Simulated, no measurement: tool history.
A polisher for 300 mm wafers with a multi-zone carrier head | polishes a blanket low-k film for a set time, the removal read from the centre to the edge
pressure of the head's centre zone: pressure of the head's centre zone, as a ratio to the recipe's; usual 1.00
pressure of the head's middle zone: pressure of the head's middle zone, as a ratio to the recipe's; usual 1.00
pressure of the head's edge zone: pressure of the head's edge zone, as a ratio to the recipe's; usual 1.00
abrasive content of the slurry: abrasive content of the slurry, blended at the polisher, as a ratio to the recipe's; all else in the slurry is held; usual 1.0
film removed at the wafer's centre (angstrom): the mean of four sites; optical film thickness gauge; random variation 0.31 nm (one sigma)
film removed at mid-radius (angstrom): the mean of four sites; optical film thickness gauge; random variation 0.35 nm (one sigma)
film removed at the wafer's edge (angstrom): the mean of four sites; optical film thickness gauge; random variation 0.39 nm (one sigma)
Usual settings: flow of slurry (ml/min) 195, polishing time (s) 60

run	hour	flow of slurry (ml/min)	pressure of the head's centre zone	pressure of the head's middle zone	pressure of the head's edge zone	abrasive content of the slurry	polishing time (s)	wafers since the last listed run	wafers polished on this pad	hours since the slurry nozzle was cleaned	hours since the centre zone pressure was calibrated	hours since the edge zone pressure was calibrated	hours since the carrier head's membrane was replaced	incoming thickness of the incoming film, nm	film removed at the wafer's centre (angstrom)	film removed at mid-radius (angstrom)	film removed at the wafer's edge (angstrom)
1	0.0	195	1.00	1.12	1.00	1.0	60	0	6639	758.8	192.6	661.8	423.6	454.8	378	394	352
2	49.6	195	1.00	1.00	1.00	1.0	60	646	7285	808.4	242.2	711.4	473.2	455.6	376	363	355
3	129.9	195	1.00	1.00	1.00	1.0	60	1046	8332	888.7	322.5	791.7	553.5	461.9	386	367	358
# hour 186.0: slurry nozzle cleaned
4	214.1	170	1.00	1.00	1.00	1.0	75	1084	9416	28.1	406.7	875.9	637.7	458.7	474	443	440
5	276.6	195	1.00	1.00	1.00	1.2	60	814	10230	90.6	469.2	938.4	700.2	454.9	422	390	392
# hour 383.2: worn pad replaced by a new one
# hour 455.0: edge zone pressure recalibrated
6	472.6	220	1.00	1.07	1.00	1.0	60	2475	1138	286.6	665.2	17.6	896.2	462.6	403	393	367
7	694.7	135	1.00	1.07	1.00	0.9	60	2894	4032	508.7	887.3	239.7	1118.3	455.6	347	337	328
# hour 718.3: centre zone pressure recalibrated
8	770.1	195	1.00	1.00	1.00	1.0	81	956	4989	584.1	51.8	315.1	1193.7	454.4	493	491	490
9	832.4	195	1.00	1.00	0.92	1.0	39	811	5800	646.4	114.1	377.4	1256.0	461.4	241	234	217
10	884.7	195	1.00	1.00	1.07	1.0	60	681	6482	698.7	166.4	429.7	1308.3	455.9	379	366	365
11	939.2	195	1.00	1.10	0.90	1.0	60	710	7192	753.2	220.9	484.2	1362.8	452.0	379	396	340
12	987.5	195	1.00	1.00	1.00	1.0	48	629	7822	801.5	269.2	532.5	1411.1	459.1	307	287	289
13	1092.5	195	1.00	1.00	1.00	1.0	60	1368	9190	906.5	374.2	637.5	1516.1	452.6	390	361	366
# hour 1093.5: slurry nozzle cleaned
14	1186.2	195	1.00	1.00	1.11	1.0	54	1208	10398	92.7	467.9	731.2	1609.8	461.0	355	326	341
15	1231.8	195	1.00	0.94	0.93	1.0	60	594	10992	138.3	513.5	776.8	1655.4	458.0	391	343	347
# hour 1309.7: worn pad replaced by a new one
16	1338.6	195	1.00	1.00	1.00	1.0	60	1339	376	245.1	620.3	883.6	1762.2	464.2	392	370	355
# hour 1377.0: carrier head's membrane replaced by a new one
17	1397.7	195	1.00	1.00	1.00	1.0	60	704	1081	304.2	679.4	942.7	20.7	459.0	397	365	356
18	1452.1	195	1.00	1.00	1.00	1.0	60	708	1790	358.6	733.8	997.1	75.1	461.8	391	363	357
19	1492.6	195	1.00	1.00	1.00	1.0	60	527	2317	399.1	774.3	1037.6	115.6	464.8	403	363	357
# hour 1547.0: centre zone pressure recalibrated
20	1588.3	195	1.00	1.00	1.00	0.8	60	1220	3538	494.8	41.3	1133.3	211.3	458.4	318	317	307
# hour 1609.2: edge zone pressure recalibrated
21	1639.9	195	1.06	1.00	1.00	1.0	60	646	4185	546.4	92.9	30.7	262.9	456.5	391	361	348
22	1682.0	135	0.91	1.00	1.00	1.0	76	548	4733	588.5	135.0	72.8	305.0	459.2	404	438	435

Hidden state or all else? Some run-to-run changes of film removed at the wafer's centre (angstrom), split into what the settings, what came in and random variation would give without the hidden state, and what is left for the hidden state (with any gauge scatter that isn't in both results):
The hidden state here: removal rate lost through wear of the pad, %; slurry flow missing at the pad, %; deviation of the centre zone's pressure from its setpoint, %; deviation of the edge zone's pressure from its setpoint, %.
Run 7 -> 8: flow of slurry (ml/min) 135 -> 195, pressure of the head's middle zone 1.07 -> 1.00, abrasive content of the slurry 0.9 -> 1.0, polishing time (s) 60 -> 81, centre zone pressure recalibrated. film removed at the wafer's centre (angstrom) +146: hidden state -23, all else +169.
Run 8 -> 9: pressure of the head's edge zone 1.00 -> 0.92, polishing time (s) 81 -> 39. film removed at the wafer's centre (angstrom) -252: hidden state +0, all else -252.
Run 19 -> 20: abrasive content of the slurry 1.0 -> 0.8, centre zone pressure recalibrated. film removed at the wafer's centre (angstrom) -85: hidden state -34, all else -51.

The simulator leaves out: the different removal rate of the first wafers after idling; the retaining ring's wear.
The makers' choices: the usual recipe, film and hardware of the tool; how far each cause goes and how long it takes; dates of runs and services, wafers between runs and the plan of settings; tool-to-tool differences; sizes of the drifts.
